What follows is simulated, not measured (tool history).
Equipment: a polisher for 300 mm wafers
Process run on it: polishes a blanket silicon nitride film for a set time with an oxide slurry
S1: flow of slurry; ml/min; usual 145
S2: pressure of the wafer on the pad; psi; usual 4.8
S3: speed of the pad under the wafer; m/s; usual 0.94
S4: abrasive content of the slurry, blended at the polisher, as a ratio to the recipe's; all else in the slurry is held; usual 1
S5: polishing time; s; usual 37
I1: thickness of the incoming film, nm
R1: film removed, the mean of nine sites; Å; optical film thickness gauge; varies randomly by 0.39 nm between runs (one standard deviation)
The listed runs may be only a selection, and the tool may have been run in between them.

run   hour   S1   S2    S3   S4  S5     I1   R1
  1      0  145  4.8  0.94    1  37  499.2  292
  2   37.2  145  4.8  0.94    1  37  501.2  297
      63.7  -- slurry nozzle cleaned
      79.3  -- conditioning disc replaced and pad reconditioned
  3  142.1  145  4.8  0.94    1  37  492.3  262
     167.9  -- worn pad replaced by a new one
  4  178.2  145  4.8  0.94    1  37  491.9  296
     200.9  -- slurry blender recalibrated
  5  278.5  145  4.8  0.94    1  37  500.3  282
     326.5  -- worn pad replaced by a new one, of another model than before
     329.7  -- head pressure recalibrated
  6    331  145  4.8  0.94    1  37  511.6  296
  7    425  145  4.8  0.94    1  37  503.9  283
     457.8  -- slurry blender recalibrated
       491  -- worn pad replaced by a new one
  8  529.7  145  4.8  0.94    1  26  501.8  204
  9  606.6  110  4.8  1.26  1.1  49  495.4  383
     611.9  -- slurry nozzle cleaned
 10  663.6  145  4.8  0.94    1  37  495.6  259
     681.7  -- worn pad replaced by a new one
     731.2  -- conditioning disc replaced and pad reconditioned
 11  734.1  145  4.8  0.94    1  37    494  295
     780.9  -- slurry blender recalibrated
 12  792.6  145  4.8  0.94  1.3  37  498.2  307
 13  850.4  195  4.8  0.64    1  37  509.6  252
     856.6  -- worn pad replaced by a new one
 14  931.8  145  6.1  0.94    1  28  494.3  254

Branching from run 14: 3 alternative next runs. What would each branch give?
  A  932.2  105  4.8  0.94    1  37  491.1   ?
  B  932.2   95  4.8  1.16    1  26  491.1   ?
  C  932.2  145  3.8  0.94  1.1  37  491.1   ?

run   R1
  A  239
  B  168
  C  255
What these runs would have given with no unlogged condition in the tool:
run   R1
  A  245
  B  172
  C  261
